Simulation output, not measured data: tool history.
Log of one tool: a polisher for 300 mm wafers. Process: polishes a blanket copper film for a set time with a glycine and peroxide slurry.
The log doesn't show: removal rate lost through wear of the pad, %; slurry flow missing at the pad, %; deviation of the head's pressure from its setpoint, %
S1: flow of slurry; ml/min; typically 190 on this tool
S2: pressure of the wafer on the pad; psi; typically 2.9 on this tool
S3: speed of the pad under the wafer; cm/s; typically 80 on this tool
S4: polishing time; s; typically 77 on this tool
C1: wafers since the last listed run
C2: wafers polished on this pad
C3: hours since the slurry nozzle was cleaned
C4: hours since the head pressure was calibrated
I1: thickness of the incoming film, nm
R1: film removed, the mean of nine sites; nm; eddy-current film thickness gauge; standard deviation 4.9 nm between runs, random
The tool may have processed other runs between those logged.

| run | hour | S1 | S2 | S3 | S4 | C1 | C2 | C3 | C4 | I1 | R1 |
|---|---|---|---|---|---|---|---|---|---|---|---|
| 1 | 0.0 | 150 | 2.9 | 86 | 77 | 0 | 467 | 213.2 | 335.8 | 1619.5 | 402.1 |
|  | 50.1 | slurry nozzle cleaned |
| 2 | 51.5 | 190 | 2.9 | 80 | 77 | 344 | 812 | 1.4 | 387.3 | 1617.5 | 399.4 |
| 3 | 127.0 | 190 | 2.9 | 80 | 92 | 515 | 1328 | 76.9 | 462.8 | 1651.9 | 479.4 |
|  | 133.3 | worn pad replaced by a new one |
| 4 | 221.2 | 230 | 2.9 | 80 | 77 | 615 | 600 | 171.1 | 557.0 | 1612.3 | 408.8 |
| 5 | 281.8 | 230 | 2.9 | 80 | 77 | 413 | 1014 | 231.7 | 617.6 | 1634.6 | 410.9 |
|  | 304.3 | slurry nozzle cleaned |
|  | 349.9 | worn pad replaced by a new one |
| 6 | 379.7 | 230 | 2.9 | 80 | 77 | 634 | 203 | 75.4 | 715.5 | 1645.9 | 412.6 |
|  | 403.5 | head pressure recalibrated |
| 7 | 448.3 | 175 | 2.9 | 80 | 77 | 454 | 658 | 144.0 | 44.8 | 1646.4 | 413.2 |
| 8 | 484.7 | 175 | 2.9 | 80 | 77 | 248 | 906 | 180.4 | 81.2 | 1660.6 | 402.8 |
|  | 552.3 | head pressure recalibrated, repeated, since the last time left the tool worse |
|  | 555.2 | worn pad replaced by a new one |
|  | 557.9 | slurry nozzle cleaned |
| 9 | 560.3 | 190 | 2.9 | 92 | 77 | 475 | 27 | 2.4 | 8.0 | 1643.4 | 422.3 |
| 10 | 666.1 | 190 | 2.9 | 62 | 77 | 722 | 750 | 108.2 | 113.8 | 1636.5 | 338.1 |
| 11 | 722.0 | 150 | 2.9 | 60 | 77 | 381 | 1131 | 164.1 | 169.7 | 1661.8 | 311.8 |
|  | 807.1 | worn pad replaced by a new one |
|  | 811.6 | slurry nozzle cleaned |
| 12 | 825.2 | 190 | 2.9 | 102 | 77 | 670 | 116 | 13.6 | 272.9 | 1635.6 | 457.0 |
| 13 | 924.0 | 235 | 3.5 | 80 | 77 | 674 | 791 | 112.4 | 371.7 | 1656.4 | 467.6 |
|  | 1021.7 | worn pad replaced by a new one |
| 14 | 1030.9 | 190 | 2.9 | 80 | 77 | 702 | 63 | 219.3 | 478.6 | 1641.9 | 389.7 |
|  | 1036.1 | slurry nozzle cleaned |
| 15 | 1070.7 | 135 | 2.9 | 60 | 77 | 264 | 328 | 34.6 | 518.4 | 1667.6 | 312.5 |
| 16 | 1166.1 | 150 | 2.9 | 60 | 77 | 651 | 979 | 130.0 | 613.8 | 1625.8 | 320.2 |

3 ways to go on from here, each from the tool as it stands after run 16. What would each give?
| A | 1166.5 | 225 | 2.9 | 80 | 77 | 2 | 982 | 130.4 | 614.2 | 1643.0 | ? |
| B | 1166.5 | 130 | 2.9 | 80 | 77 | 2 | 982 | 130.4 | 614.2 | 1643.0 | ? |
| C | 1166.5 | 190 | 2.9 | 70 | 77 | 2 | 982 | 130.4 | 614.2 | 1643.0 | ? |

| run | R1 |
|---|---|
| A | 405.2 |
| B | 368.1 |
| C | 363.8 |
Take away the tool's hidden state, keep each run's random variation, and the runs would have read:
| run | R1 |
|---|---|
| A | 389.9 |
| B | 354.2 |
| C | 350.4 |
